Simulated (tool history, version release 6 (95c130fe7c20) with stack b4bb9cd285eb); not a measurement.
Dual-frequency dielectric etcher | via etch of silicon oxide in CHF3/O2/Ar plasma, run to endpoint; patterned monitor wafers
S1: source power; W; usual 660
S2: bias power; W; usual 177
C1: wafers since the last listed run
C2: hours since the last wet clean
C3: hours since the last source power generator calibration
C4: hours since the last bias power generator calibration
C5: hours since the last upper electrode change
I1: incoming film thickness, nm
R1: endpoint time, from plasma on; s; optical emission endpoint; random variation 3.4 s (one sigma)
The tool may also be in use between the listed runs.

run 1 day=0 | S1=580 S2=164 | C1=0 C2=179.8 C3=2507.4 C4=907.3 C5=1636 | I1=674.1 | R1=412.2
run 2 day=3.808 | S1=580 S2=164 | C1=453 C2=271.2 C3=2598.8 C4=998.7 C5=1727.4 | I1=689.9 | R1=423.7
run 3 day=5.362 | S1=660 S2=195 | C1=185 C2=308.5 C3=2636.1 C4=1036 C5=1764.7 | I1=690.5 | R1=375.1
run 4 day=9.504 | S1=660 S2=195 | C1=493 C2=407.9 C3=2735.5 C4=1135.4 C5=1864.1 | I1=678.1 | R1=376
-- day=12.142 wet clean of the chamber
run 5 day=13.167 | S1=660 S2=195 | C1=317 C2=24.6 C3=2823.4 C4=1223.3 C5=1952 | I1=683.3 | R1=387.4
run 6 day=17.2 | S1=660 S2=177 | C1=480 C2=121.4 C3=2920.2 C4=1320.1 C5=2048.8 | I1=684.3 | R1=398
-- day=19.462 source power generator calibrated
-- day=19.854 upper electrode replaced
run 7 day=20.375 | S1=660 S2=177 | C1=311 C2=197.6 C3=21.9 C4=1396.3 C5=12.5 | I1=682.1 | R1=403.1
-- day=24.875 wet clean of the chamber, repeated, since the last time left the tool worse
run 8 day=24.896 | S1=660 S2=177 | C1=419 C2=0.5 C3=130.4 C4=1504.8 C5=121 | I1=689.2 | R1=379.7
run 9 day=28.283 | S1=660 S2=177 | C1=403 C2=81.8 C3=211.7 C4=1586.1 C5=202.3 | I1=692.7 | R1=378.6
run 10 day=29.946 | S1=660 S2=200 | C1=198 C2=121.7 C3=251.6 C4=1626 C5=242.2 | I1=677.9 | R1=365.6
run 11 day=32.675 | S1=660 S2=200 | C1=325 C2=187.2 C3=317.1 C4=1691.5 C5=307.7 | I1=682.2 | R1=361.9
-- day=34.35 bias power generator calibrated
run 12 day=37.167 | S1=720 S2=146 | C1=515 C2=295 C3=424.9 C4=67.6 C5=415.5 | I1=687.2 | R1=389.2
run 13 day=38.817 | S1=580 S2=164 | C1=196 C2=334.6 C3=464.5 C4=107.2 C5=455.1 | I1=684.4 | R1=424.9
run 14 day=40.371 | S1=660 S2=147 | C1=185 C2=371.9 C3=501.8 C4=144.5 C5=492.4 | I1=680.6 | R1=408.6
-- day=43.925 wet clean of the chamber
run 15 day=43.946 | S1=610 S2=151 | C1=306 C2=0.5 C3=587.6 C4=230.3 C5=578.2 | I1=684.6 | R1=412.8
run 16 day=45.492 | S1=540 S2=194 | C1=184 C2=37.6 C3=624.7 C4=267.4 C5=615.3 | I1=676.5 | R1=400.3
run 17 day=48.675 | S1=610 S2=141 | C1=379 C2=114 C3=701.1 C4=343.8 C5=691.7 | I1=686.9 | R1=423.8
run 18 day=50.504 | S1=580 S2=149 | C1=217 C2=157.9 C3=745 C4=387.7 C5=735.6 | I1=680.5 | R1=419.7
run 19 day=53.833 | S1=760 S2=202 | C1=396 C2=237.8 C3=824.9 C4=467.6 C5=815.5 | I1=686.7 | R1=340.7
run 20 day=58.217 | S1=660 S2=177 | C1=522 C2=343 C3=930.1 C4=572.8 C5=920.7 | I1=689.8 | R1=388.5
-- day=59.683 wet clean of the chamber
run 21 day=60.921 | S1=760 S2=164 | C1=203 C2=29.7 C3=995 C4=637.7 C5=985.6 | I1=685.7 | R1=357.8
run 22 day=62.85 | S1=810 S2=198 | C1=229 C2=76 C3=1041.3 C4=684 C5=1031.9 | I1=685 | R1=324.8

Forecast each of these 4 alternatives for the next run:
run A day=62.871 | S1=660 S2=177 | C1=2 C2=76.5 C3=1041.8 C4=684.5 C5=1032.4 | I1=682.7 | R1=?
run B day=62.871 | S1=660 S2=159 | C1=2 C2=76.5 C3=1041.8 C4=684.5 C5=1032.4 | I1=682.7 | R1=?
run C day=62.871 | S1=580 S2=216 | C1=2 C2=76.5 C3=1041.8 C4=684.5 C5=1032.4 | I1=682.7 | R1=?
run D day=62.871 | S1=580 S2=177 | C1=2 C2=76.5 C3=1041.8 C4=684.5 C5=1032.4 | I1=682.7 | R1=?

run=A R1=377.8
run=B R1=390.2
run=C R1=379.7
run=D R1=404.5
Without the tool's hidden state the same runs would have given:
run=A R1=375.5
run=B R1=387.9
run=C R1=377.4
run=D R1=402.1
